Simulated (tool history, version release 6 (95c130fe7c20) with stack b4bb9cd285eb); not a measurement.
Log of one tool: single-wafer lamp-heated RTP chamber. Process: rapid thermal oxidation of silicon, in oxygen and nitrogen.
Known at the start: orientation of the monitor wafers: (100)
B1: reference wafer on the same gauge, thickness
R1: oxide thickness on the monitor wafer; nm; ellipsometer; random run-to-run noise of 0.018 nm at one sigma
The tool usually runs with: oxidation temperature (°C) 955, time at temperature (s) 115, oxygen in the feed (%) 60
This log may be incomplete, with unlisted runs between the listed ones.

{"run": 1, "hour": 0.0, "oxidation temperature (°C)": 938, "time at temperature (s)": 146, "oxygen in the feed (%)": 60, "B1": 4.039, "R1": 4.742}
{"run": 2, "hour": 22.1, "oxidation temperature (°C)": 938, "time at temperature (s)": 146, "oxygen in the feed (%)": 60, "B1": 4.047, "R1": 4.747}
{"run": 3, "hour": 51.7, "oxidation temperature (°C)": 938, "time at temperature (s)": 146, "oxygen in the feed (%)": 60, "B1": 4.035, "R1": 4.774}
{"run": 4, "hour": 83.7, "oxidation temperature (°C)": 955, "time at temperature (s)": 115, "oxygen in the feed (%)": 60, "B1": 4.042, "R1": 4.91}
{"run": 5, "hour": 111.6, "oxidation temperature (°C)": 955, "time at temperature (s)": 115, "oxygen in the feed (%)": 60, "B1": 4.044, "R1": 4.889}
{"run": 6, "hour": 124.4, "oxidation temperature (°C)": 955, "time at temperature (s)": 85, "oxygen in the feed (%)": 60, "B1": 4.039, "R1": 4.309}
{"run": 7, "hour": 153.0, "oxidation temperature (°C)": 955, "time at temperature (s)": 115, "oxygen in the feed (%)": 60, "B1": 4.04, "R1": 4.909}
{"run": 8, "hour": 184.8, "oxidation temperature (°C)": 955, "time at temperature (s)": 115, "oxygen in the feed (%)": 60, "B1": 4.037, "R1": 4.915}
{"run": 9, "hour": 197.2, "oxidation temperature (°C)": 955, "time at temperature (s)": 115, "oxygen in the feed (%)": 60, "B1": 4.043, "R1": 4.982}
{"run": 10, "hour": 231.3, "oxidation temperature (°C)": 955, "time at temperature (s)": 146, "oxygen in the feed (%)": 37, "B1": 4.037, "R1": 4.725}
{"run": 11, "hour": 252.0, "oxidation temperature (°C)": 934, "time at temperature (s)": 89, "oxygen in the feed (%)": 60, "B1": 4.037, "R1": 3.862}
{"run": 12, "hour": 267.0, "oxidation temperature (°C)": 934, "time at temperature (s)": 89, "oxygen in the feed (%)": 60, "B1": 4.032, "R1": 3.899}
{"hour": 303.9, "done": "pyrometer window cleaned and pyrometer calibrated"}
{"run": 13, "hour": 304.4, "oxidation temperature (°C)": 955, "time at temperature (s)": 81, "oxygen in the feed (%)": 60, "B1": 4.034, "R1": 4.183}
{"run": 14, "hour": 312.1, "oxidation temperature (°C)": 955, "time at temperature (s)": 81, "oxygen in the feed (%)": 60, "B1": 4.04, "R1": 4.194}
{"hour": 322.4, "done": "oxygen flow controller replaced"}
{"run": 15, "hour": 344.8, "oxidation temperature (°C)": 948, "time at temperature (s)": 115, "oxygen in the feed (%)": 42, "B1": 4.04, "R1": 4.148}
{"run": 16, "hour": 380.5, "oxidation temperature (°C)": 955, "time at temperature (s)": 115, "oxygen in the feed (%)": 60, "B1": 4.037, "R1": 4.865}
{"run": 17, "hour": 397.9, "oxidation temperature (°C)": 955, "time at temperature (s)": 115, "oxygen in the feed (%)": 60, "B1": 4.048, "R1": 4.87}
{"run": 18, "hour": 414.0, "oxidation temperature (°C)": 955, "time at temperature (s)": 115, "oxygen in the feed (%)": 60, "B1": 4.045, "R1": 4.865}
{"run": 19, "hour": 428.5, "oxidation temperature (°C)": 955, "time at temperature (s)": 115, "oxygen in the feed (%)": 60, "B1": 4.045, "R1": 4.891}
{"run": 20, "hour": 446.3, "oxidation temperature (°C)": 981, "time at temperature (s)": 91, "oxygen in the feed (%)": 85, "B1": 4.043, "R1": 6.032}
{"run": 21, "hour": 477.2, "oxidation temperature (°C)": 975, "time at temperature (s)": 115, "oxygen in the feed (%)": 40, "B1": 4.039, "R1": 4.958}
{"hour": 487.0, "done": "gauge calibrated"}
{"run": 22, "hour": 496.2, "oxidation temperature (°C)": 971, "time at temperature (s)": 170, "oxygen in the feed (%)": 60, "B1": 4.042, "R1": 6.624}
{"run": 23, "hour": 526.1, "oxidation temperature (°C)": 972, "time at temperature (s)": 115, "oxygen in the feed (%)": 60, "B1": 4.041, "R1": 5.575}
{"run": 24, "hour": 551.3, "oxidation temperature (°C)": 955, "time at temperature (s)": 115, "oxygen in the feed (%)": 82, "B1": 4.031, "R1": 5.5}
{"hour": 583.0, "done": "pyrometer window cleaned and pyrometer calibrated"}
{"run": 25, "hour": 583.5, "oxidation temperature (°C)": 983, "time at temperature (s)": 134, "oxygen in the feed (%)": 45, "B1": 4.039, "R1": 5.801}
{"run": 26, "hour": 614.3, "oxidation temperature (°C)": 955, "time at temperature (s)": 115, "oxygen in the feed (%)": 60, "B1": 4.046, "R1": 4.89}
{"run": 27, "hour": 645.2, "oxidation temperature (°C)": 934, "time at temperature (s)": 89, "oxygen in the feed (%)": 60, "B1": 4.048, "R1": 3.779}
{"run": 28, "hour": 662.3, "oxidation temperature (°C)": 955, "time at temperature (s)": 115, "oxygen in the feed (%)": 60, "B1": 4.041, "R1": 4.889}
{"run": 29, "hour": 682.0, "oxidation temperature (°C)": 942, "time at temperature (s)": 115, "oxygen in the feed (%)": 71, "B1": 4.044, "R1": 4.71}
{"run": 30, "hour": 761.7, "oxidation temperature (°C)": 947, "time at temperature (s)": 115, "oxygen in the feed (%)": 60, "B1": 4.043, "R1": 4.656}
{"run": 31, "hour": 781.8, "oxidation temperature (°C)": 978, "time at temperature (s)": 160, "oxygen in the feed (%)": 48, "B1": 4.047, "R1": 6.266}
{"run": 32, "hour": 812.7, "oxidation temperature (°C)": 955, "time at temperature (s)": 115, "oxygen in the feed (%)": 60, "B1": 4.04, "R1": 4.934}
{"run": 33, "hour": 844.8, "oxidation temperature (°C)": 955, "time at temperature (s)": 98, "oxygen in the feed (%)": 69, "B1": 4.034, "R1": 4.842}
{"run": 34, "hour": 871.6, "oxidation temperature (°C)": 955, "time at temperature (s)": 115, "oxygen in the feed (%)": 60, "B1": 4.045, "R1": 4.946}
{"hour": 887.0, "done": "pyrometer window cleaned and pyrometer calibrated"}
{"run": 35, "hour": 887.7, "oxidation temperature (°C)": 943, "time at temperature (s)": 165, "oxygen in the feed (%)": 34, "B1": 4.035, "R1": 4.346}
{"run": 36, "hour": 922.7, "oxidation temperature (°C)": 955, "time at temperature (s)": 115, "oxygen in the feed (%)": 83, "B1": 4.037, "R1": 5.449}
{"run": 37, "hour": 937.4, "oxidation temperature (°C)": 975, "time at temperature (s)": 115, "oxygen in the feed (%)": 40, "B1": 4.042, "R1": 4.944}
{"run": 38, "hour": 956.6, "oxidation temperature (°C)": 955, "time at temperature (s)": 115, "oxygen in the feed (%)": 60, "B1": 4.045, "R1": 4.887}
{"run": 39, "hour": 990.6, "oxidation temperature (°C)": 955, "time at temperature (s)": 86, "oxygen in the feed (%)": 45, "B1": 4.046, "R1": 3.969}

3 options for the next run, each taken on its own from the tool as it stands now. Forecast them:
{"run": "A", "hour": 991.1, "oxidation temperature (°C)": 955, "time at temperature (s)": 94, "oxygen in the feed (%)": 60, "B1": "?", "R1": "?"}
{"run": "B", "hour": 991.1, "oxidation temperature (°C)": 945, "time at temperature (s)": 71, "oxygen in the feed (%)": 60, "B1": "?", "R1": "?"}
{"run": "C", "hour": 991.1, "oxidation temperature (°C)": 973, "time at temperature (s)": 70, "oxygen in the feed (%)": 69, "B1": "?", "R1": "?"}

run=A B1=4.04 R1=4.521
run=B B1=4.04 R1=3.783
run=C B1=4.04 R1=4.755
Take away the tool's hidden state, keep each run's random variation, and the runs would have read:
run=A R1=4.468
run=B R1=3.742
run=C R1=4.698
